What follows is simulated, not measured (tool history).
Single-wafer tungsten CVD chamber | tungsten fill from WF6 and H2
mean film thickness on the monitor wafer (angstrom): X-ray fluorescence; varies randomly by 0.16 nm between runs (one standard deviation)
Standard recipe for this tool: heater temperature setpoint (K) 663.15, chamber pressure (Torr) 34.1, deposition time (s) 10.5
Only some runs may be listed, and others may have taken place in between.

run	hour	heater temperature setpoint (K)	chamber pressure (Torr)	deposition time (s)	wafers since the last listed run	hours since the last thermocouple change	hours since the last manometer calibration	hours since the showerhead was replaced	hours since the gauge calibration	read-back reference wafer on the same gauge, thickness_nm	mean film thickness on the monitor wafer (angstrom)
1	0.0	663.15	34.1	10.5	0	10.9	603.6	5673.8	1240.1	23.828	261.71
2	85.9	663.15	34.1	10.5	2096	96.8	689.5	5759.7	1326.0	23.822	256.20
3	191.9	663.15	34.1	10.5	2586	202.8	795.5	5865.7	1432.0	23.807	255.59
4	286.1	663.15	34.1	10.5	2298	297.0	889.7	5959.9	1526.2	23.829	257.89
5	340.8	663.15	34.1	10.5	1334	351.7	944.4	6014.6	1580.9	23.727	257.02
6	399.4	663.15	34.1	10.5	1429	410.3	1003.0	6073.2	1639.5	23.770	256.32
# hour 415.7: capacitance manometer re-zeroed and calibrated
7	449.6	663.15	34.1	10.5	1029	460.5	33.9	6123.4	1689.7	23.849	262.78
8	546.8	663.15	39.0	10.5	2371	557.7	131.1	6220.6	1786.9	23.792	273.18
9	608.4	663.15	34.1	10.5	1503	619.3	192.7	6282.2	1848.5	23.775	261.27
10	704.5	663.15	34.1	10.5	2344	715.4	288.8	6378.3	1944.6	23.795	261.20
11	784.5	655.15	34.1	10.5	1952	795.4	368.8	6458.3	2024.6	23.736	220.13
12	890.1	655.15	34.1	10.5	2576	901.0	474.4	6563.9	2130.2	23.762	221.95
# hour 924.4: gauge calibrated
13	938.9	655.15	34.1	10.5	1190	949.8	523.2	6612.7	14.5	23.788	224.18
14	1043.1	663.15	34.1	10.5	2542	1054.0	627.4	6716.9	118.7	23.835	259.30
15	1135.3	663.15	31.0	11.1	2249	1146.2	719.6	6809.1	210.9	23.845	265.52
16	1183.9	663.15	34.1	10.5	1185	1194.8	768.2	6857.7	259.5	23.776	257.71
17	1264.9	663.15	38.9	10.5	1976	1275.8	849.2	6938.7	340.5	23.803	268.02
18	1317.5	655.15	34.1	10.5	1283	1328.4	901.8	6991.3	393.1	23.798	219.78
# hour 1342.5: capacitance manometer re-zeroed and calibrated
# hour 1391.4: thermocouple changed; heater temperature recalibrated
19	1391.9	671.15	37.1	9.3	1425	0.5	49.4	7065.7	467.5	23.782	275.68
20	1450.0	663.15	34.1	10.5	1417	58.6	107.5	7123.8	525.6	23.808	264.49
21	1514.7	667.15	36.3	10.5	1578	123.3	172.2	7188.5	590.3	23.808	289.56
22	1609.8	663.15	34.1	10.5	2320	218.4	267.3	7283.6	685.4	23.769	261.02
# hour 1636.2: showerhead replaced, of another model than before
23	1699.4	663.15	34.1	10.5	1991	308.0	356.9	63.2	775.0	23.797	264.15
24	1748.4	652.15	39.1	9.8	1195	357.0	405.9	112.2	824.0	23.779	209.80
25	1843.9	663.15	34.1	10.5	2330	452.5	501.4	207.7	919.5	23.782	259.61
26	1943.0	673.15	29.0	8.9	2418	551.6	600.5	306.8	1018.6	23.739	242.92
27	2027.0	663.15	34.1	12.4	2049	635.6	684.5	390.8	1102.6	23.785	304.88
28	2082.7	670.15	41.5	9.8	1359	691.3	740.2	446.5	1158.3	23.757	300.74
29	2123.6	669.15	31.2	10.5	998	732.2	781.1	487.4	1199.2	23.785	271.29
30	2208.9	650.15	34.1	12.0	2081	817.5	866.4	572.7	1284.5	23.822	227.09
31	2293.4	649.15	34.1	12.3	2061	902.0	950.9	657.2	1369.0	23.808	229.77
32	2356.6	653.15	39.6	11.5	1542	965.2	1014.1	720.4	1432.2	23.794	248.29
# hour 2367.6: capacitance manometer re-zeroed and calibrated
33	2420.5	654.15	41.6	9.3	1364	1029.1	52.9	784.3	1496.1	23.757	214.63

Give the tool's hidden conditions for every run:
wafer temperature above the value expected at the setpoint (K): 0 on each run
gauge reads high (%): 0 on each run
H1: true pressure above the setpoint (%)
run	H1
1	-4.73
2	-5.42
3	-6.28
4	-7.04
5	-7.49
6	-7.96
7	-1.22
8	-2.01
9	-2.5
10	-3.28
11	-3.93
12	-4.78
13	-5.18
14	-6.02
15	-6.77
16	-7.16
17	-7.82
18	-8.24
19	1.15
20	0.684
21	0.161
22	-0.609
23	-1.33
24	-1.73
25	-2.5
26	-3.31
27	-3.99
28	-4.44
29	-4.77
30	-5.46
31	-6.14
32	-6.65
33	-1.1

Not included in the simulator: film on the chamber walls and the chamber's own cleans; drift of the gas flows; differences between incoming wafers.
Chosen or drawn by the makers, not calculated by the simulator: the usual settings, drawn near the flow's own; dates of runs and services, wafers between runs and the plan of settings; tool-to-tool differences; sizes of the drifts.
